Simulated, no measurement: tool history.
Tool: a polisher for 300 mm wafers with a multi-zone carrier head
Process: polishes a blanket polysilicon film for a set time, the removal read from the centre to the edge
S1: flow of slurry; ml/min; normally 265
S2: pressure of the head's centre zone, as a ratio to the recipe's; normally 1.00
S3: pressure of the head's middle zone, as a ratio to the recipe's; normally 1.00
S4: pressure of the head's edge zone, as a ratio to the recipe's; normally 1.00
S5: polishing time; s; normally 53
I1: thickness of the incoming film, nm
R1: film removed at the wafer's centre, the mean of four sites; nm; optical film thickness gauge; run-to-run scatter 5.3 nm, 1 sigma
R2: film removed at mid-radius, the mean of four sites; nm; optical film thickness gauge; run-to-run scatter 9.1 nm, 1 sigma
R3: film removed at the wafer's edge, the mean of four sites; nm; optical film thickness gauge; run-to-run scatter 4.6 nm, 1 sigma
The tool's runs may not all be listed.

Run 1, hour 0.0: usual settings but S2 0.92; I1 2133.0. Result: R1 544.8 nm, R2 580.8 nm, R3 566.1 nm.
At hour 2.9: carrier head's membrane replaced by a new one.
At hour 19.9: worn pad replaced by a new one.
Run 2, hour 102.9: usual settings but S2 0.92; I1 2147.6. Result: R1 567.2 nm, R2 601.5 nm, R3 589.7 nm.
At hour 151.6: slurry nozzle cleaned.
Run 3, hour 162.0: usual settings but S2 0.92; I1 2110.5. Result: R1 557.2 nm, R2 579.0 nm, R3 584.9 nm.
Run 4, hour 224.9: usual settings but S1 195 ml/min, S3 0.93; I1 2121.1. Result: R1 552.6 nm, R2 520.2 nm, R3 558.1 nm.
Run 5, hour 261.0: usual settings but S1 195 ml/min, S3 0.93; I1 2101.8. Result: R1 539.1 nm, R2 517.4 nm, R3 551.1 nm.
At hour 296.3: worn pad replaced by a new one.
Run 6, hour 341.3: usual settings but S1 195 ml/min, S3 0.93; I1 2157.5. Result: R1 570.5 nm, R2 549.8 nm, R3 574.9 nm.
Run 7, hour 407.7: usual settings; I1 2129.9. Result: R1 585.6 nm, R2 606.5 nm, R3 578.2 nm.
At hour 481.3: centre zone pressure recalibrated.
Run 8, hour 523.4: usual settings; I1 2114.9. Result: R1 583.4 nm, R2 577.7 nm, R3 565.0 nm.
At hour 536.4: worn pad replaced by a new one.
Run 9, hour 592.4: usual settings; I1 2152.6. Result: R1 595.8 nm, R2 604.5 nm, R3 597.5 nm.
Run 10, hour 633.3: usual settings; I1 2177.9. Result: R1 598.7 nm, R2 609.5 nm, R3 598.4 nm.
Run 11, hour 689.5: usual settings but S2 1.09; I1 2105.7. Result: R1 640.2 nm, R2 596.4 nm, R3 591.0 nm.
Run 12, hour 758.9: usual settings; I1 2094.4. Result: R1 584.3 nm, R2 577.9 nm, R3 577.3 nm.
At hour 774.9: worn pad replaced by a new one.
At hour 792.1: slurry nozzle cleaned.
Run 13, hour 848.5: usual settings but S1 175 ml/min, S5 39 s; I1 2130.6. Result: R1 411.8 nm, R2 404.8 nm, R3 411.2 nm.
Run 14, hour 899.8: usual settings but S1 200 ml/min, S2 0.97, S3 0.91; I1 2155.2. Result: R1 559.9 nm, R2 530.8 nm, R3 576.5 nm.
At hour 927.6: edge zone pressure recalibrated.
At hour 961.1: carrier head's membrane replaced by a new one.
At hour 1003.5: worn pad replaced by a new one.
Run 15, hour 1004.0: usual settings but S4 0.95; I1 2098.2. Result: R1 617.5 nm, R2 603.9 nm, R3 591.7 nm.
Run 16, hour 1049.0: usual settings but S3 0.93, S5 36 s; I1 2140.0. Result: R1 415.1 nm, R2 369.6 nm, R3 408.8 nm.
Run 17, hour 1126.5: usual settings but S3 0.95; I1 2137.1. Result: R1 599.1 nm, R2 553.5 nm, R3 589.1 nm.
Run 18, hour 1186.5: usual settings; I1 2142.1. Result: R1 588.1 nm, R2 583.1 nm, R3 580.5 nm.
At hour 1264.4: worn pad replaced by a new one.
Run 19, hour 1264.9: usual settings but S2 1.07, S3 0.94, S5 34 s; I1 2100.3. Result: R1 410.4 nm, R2 368.0 nm, R3 389.6 nm.
Run 20, hour 1336.4: usual settings; I1 2109.4. Result: R1 599.1 nm, R2 582.0 nm, R3 592.9 nm.

Measured less the same run without the tool's hidden state. The same run-to-run variation is in both; the gauge's scatter may not be:
Hidden conditions of the tool in this case: removal rate lost through wear of the pad, %; slurry flow missing at the pad, %; deviation of the centre zone's pressure from its setpoint, %; deviation of the edge zone's pressure from its setpoint, %.
run     R1     R2     R3
  1  -36.5  -39.0  -38.0
  2  -15.8  -16.6  -16.3
  3  -23.2  -24.2  -24.4
  4  -31.5  -29.7  -31.8
  5  -35.6  -34.2  -36.3
  6  -12.3  -11.8  -12.3
  7  -21.7  -22.4  -21.4
  8  -38.1  -37.8  -36.8
  9   -7.7   -7.8   -7.7
 10  -13.4  -13.6  -13.3
 11  -22.7  -21.1  -20.9
 12  -30.5  -30.1  -30.1
 13   -8.4   -8.3   -8.3
 14  -18.1  -17.1  -18.7
 15   -0.3   -0.3   -0.3
 16   -4.4   -3.9   -4.4
 17  -16.9  -15.7  -16.7
 18  -25.1  -24.8  -24.8
 19   -0.8   -0.7   -0.7
 20  -10.7  -10.4  -10.6
